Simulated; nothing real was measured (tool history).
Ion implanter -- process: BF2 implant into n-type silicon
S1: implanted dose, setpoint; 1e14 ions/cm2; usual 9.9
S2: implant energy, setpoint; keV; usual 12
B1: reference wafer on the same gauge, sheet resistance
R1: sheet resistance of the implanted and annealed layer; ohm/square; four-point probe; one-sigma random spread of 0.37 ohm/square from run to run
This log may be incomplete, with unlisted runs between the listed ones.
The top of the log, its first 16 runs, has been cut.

-- hour=792.2 Faraday cup replaced and dose calibrated
run 17 hour=792.7 | S1=9.9 S2=12 | B1=244.05 | R1=240.86
run 18 hour=822.3 | S1=9.9 S2=13.5 | B1=243.95 | R1=230.86
run 19 hour=893.1 | S1=10.97 S2=13.5 | B1=244.14 | R1=226.45
run 20 hour=942.3 | S1=12.79 S2=14 | B1=243.93 | R1=217.21
-- hour=994 Faraday cup replaced and dose calibrated, repeated, since the last time left the tool worse
run 21 hour=1012.1 | S1=7.22 S2=13.5 | B1=244.03 | R1=254.75
run 22 hour=1159 | S1=11.69 S2=10.5 | B1=244.09 | R1=246.96
-- hour=1187.4 gauge calibrated
run 23 hour=1202.3 | S1=7.49 S2=10.5 | B1=243.97 | R1=272.05
run 24 hour=1232.4 | S1=11.09 S2=8 | B1=244 | R1=270.77
run 25 hour=1292.3 | S1=6.98 S2=10.5 | B1=243.9 | R1=278.15
run 26 hour=1339.8 | S1=8.39 S2=11 | B1=244.05 | R1=259.63

What does the tool deliver on the next run?
run 27 hour=1377.4 | S1=8.37 S2=12 | B1=? | R1=?

Run 27 measured B1 243.97, R1 252.37 ohm/square.
Minus the tool's unlogged condition, the same run would have read R1 252.91 ohm/square.
